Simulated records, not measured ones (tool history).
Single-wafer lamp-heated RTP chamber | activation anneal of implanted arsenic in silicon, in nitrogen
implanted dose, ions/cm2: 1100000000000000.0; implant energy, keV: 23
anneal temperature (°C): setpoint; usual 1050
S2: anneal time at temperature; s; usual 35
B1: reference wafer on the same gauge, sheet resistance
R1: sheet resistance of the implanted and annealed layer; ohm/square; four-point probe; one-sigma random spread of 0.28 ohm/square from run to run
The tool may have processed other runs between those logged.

run 1 day=0 | anneal_temperature_(°C)=1050 S2=35 | B1=86.01 | R1=104.94
run 2 day=0.662 | anneal_temperature_(°C)=1050 S2=35 | B1=86 | R1=104.45
run 3 day=1.517 | anneal_temperature_(°C)=1050 S2=35 | B1=86.02 | R1=104.42
run 4 day=2.142 | anneal_temperature_(°C)=1063 S2=35 | B1=86.07 | R1=101.84
run 5 day=3.417 | anneal_temperature_(°C)=1050 S2=35 | B1=86 | R1=104.08
run 6 day=4.196 | anneal_temperature_(°C)=1050 S2=35 | B1=86.03 | R1=104.04
run 7 day=5.367 | anneal_temperature_(°C)=1050 S2=35 | B1=86.02 | R1=103.99
-- day=5.762 pyrometer window cleaned and pyrometer calibrated
run 8 day=6.817 | anneal_temperature_(°C)=1050 S2=19 | B1=85.99 | R1=111.61
run 9 day=8.267 | anneal_temperature_(°C)=1050 S2=19 | B1=86.07 | R1=111.59
run 10 day=9.092 | anneal_temperature_(°C)=1050 S2=35 | B1=86.02 | R1=105.06
run 11 day=9.929 | anneal_temperature_(°C)=1050 S2=35 | B1=85.98 | R1=105.12
run 12 day=10.975 | anneal_temperature_(°C)=1073 S2=35 | B1=86 | R1=100.71
-- day=10.979 gauge calibrated
run 13 day=11.596 | anneal_temperature_(°C)=1073 S2=35 | B1=85.97 | R1=100.9
run 14 day=12.212 | anneal_temperature_(°C)=1050 S2=35 | B1=86.01 | R1=105.32
run 15 day=12.992 | anneal_temperature_(°C)=1050 S2=35 | B1=85.94 | R1=104.91
run 16 day=14.183 | anneal_temperature_(°C)=1050 S2=35 | B1=86.03 | R1=104.92
-- day=14.854 reflector plate cleaned
run 17 day=14.875 | anneal_temperature_(°C)=1034 S2=35 | B1=85.98 | R1=108.04
run 18 day=15.412 | anneal_temperature_(°C)=1063 S2=35 | B1=86.01 | R1=102.32
run 19 day=16.758 | anneal_temperature_(°C)=1077 S2=43 | B1=86.01 | R1=97.35
run 20 day=17.354 | anneal_temperature_(°C)=1033 S2=41 | B1=85.98 | R1=106.1
run 21 day=18.346 | anneal_temperature_(°C)=1050 S2=35 | B1=86.02 | R1=104.73
-- day=19.412 pyrometer window cleaned and pyrometer calibrated
run 22 day=19.546 | anneal_temperature_(°C)=1034 S2=47 | B1=86.02 | R1=106.23
run 23 day=20.071 | anneal_temperature_(°C)=1024 S2=17 | B1=86 | R1=116.93
run 24 day=20.971 | anneal_temperature_(°C)=1050 S2=35 | B1=85.95 | R1=105.6
run 25 day=21.754 | anneal_temperature_(°C)=1050 S2=35 | B1=86.01 | R1=105.55
run 26 day=22.471 | anneal_temperature_(°C)=1064 S2=35 | B1=86.01 | R1=102.64
run 27 day=23.417 | anneal_temperature_(°C)=1035 S2=35 | B1=85.98 | R1=108.37
run 28 day=24.804 | anneal_temperature_(°C)=1058 S2=19 | B1=86.03 | R1=109.31
run 29 day=25.9 | anneal_temperature_(°C)=1028 S2=28 | B1=86.02 | R1=111.27
run 30 day=26.583 | anneal_temperature_(°C)=1050 S2=35 | B1=86.07 | R1=104.77
run 31 day=27.362 | anneal_temperature_(°C)=1050 S2=35 | B1=86 | R1=105.47
run 32 day=28.788 | anneal_temperature_(°C)=1033 S2=41 | B1=86.03 | R1=106.97
run 33 day=29.812 | anneal_temperature_(°C)=1050 S2=21 | B1=85.95 | R1=108.86

Results for each run, recomputed without the tool's hidden state and with each run's random variation untouched:
What the log doesn't record here: true wafer temperature minus pyrometer reading, K; wafer temperature error from the tarnished reflector plate, K; gauge reads high (%).
run=1 R1=105.93
run=2 R1=105.55
run=3 R1=105.69
run=4 R1=103.22
run=5 R1=105.76
run=6 R1=105.9
run=7 R1=106.16
run=8 R1=111.74
run=9 R1=111.76
run=10 R1=105.27
run=11 R1=105.38
run=12 R1=101.05
run=13 R1=101.3
run=14 R1=105.8
run=15 R1=105.48
run=16 R1=105.66
run=17 R1=108.91
run=18 R1=103.24
run=19 R1=98.44
run=20 R1=107.44
run=21 R1=106.24
run=22 R1=106.53
run=23 R1=117.25
run=24 R1=105.91
run=25 R1=105.89
run=26 R1=103.01
run=27 R1=108.82
run=28 R1=109.87
run=29 R1=111.98
run=30 R1=105.52
run=31 R1=106.32
run=32 R1=108.08
run=33 R1=110.12
